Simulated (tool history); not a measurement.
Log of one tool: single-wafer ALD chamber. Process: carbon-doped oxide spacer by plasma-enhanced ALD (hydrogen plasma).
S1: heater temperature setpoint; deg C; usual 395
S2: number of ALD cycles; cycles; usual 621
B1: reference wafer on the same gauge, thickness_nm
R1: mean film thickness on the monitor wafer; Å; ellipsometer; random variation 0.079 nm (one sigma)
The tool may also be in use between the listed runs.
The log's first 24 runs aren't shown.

run    hour   S1   S2      B1      R1
 25  1322.6  395  621  35.744  320.89
 26  1354.7  408  681  35.748   345.2
 27  1421.9  395  621  35.792  321.62
 28  1462.1  390  568  35.834  294.74
 29  1516.2  387  681  35.836  352.99
     1516.6  -- gauge calibrated
 30  1580.8  381  529  35.251  270.68
 31  1607.3  405  621  35.303   312.9
 32  1654.8  395  621  35.306  315.14
 33  1691.9  395  621  35.313  316.52
 34  1738.4  387  538   35.31  273.58
 35  1786.4  381  621  35.289  317.14
 36  1839.1  395  621  35.282  316.66
 37  1888.2  382  678  35.339  345.73
 38  1924.1  395  621  35.309   317.1
 39  1953.7  387  514  35.321  262.28

Forecast each of these 5 alternatives for the next run:
  A  1955  395  621   ?   ?
  B  1955  408  568   ?   ?
  C  1955  381  720   ?   ?
  D  1955  405  667   ?   ?
  E  1955  405  551   ?   ?

run      B1      R1
  A  35.329  317.93
  B  35.329  285.18
  C  35.329  368.62
  D  35.329  337.59
  E  35.329  278.88
Without the tool's hidden state the same runs would have given:
run      R1
  A  317.73
  B     285
  C  368.38
  D  337.37
  E   278.7

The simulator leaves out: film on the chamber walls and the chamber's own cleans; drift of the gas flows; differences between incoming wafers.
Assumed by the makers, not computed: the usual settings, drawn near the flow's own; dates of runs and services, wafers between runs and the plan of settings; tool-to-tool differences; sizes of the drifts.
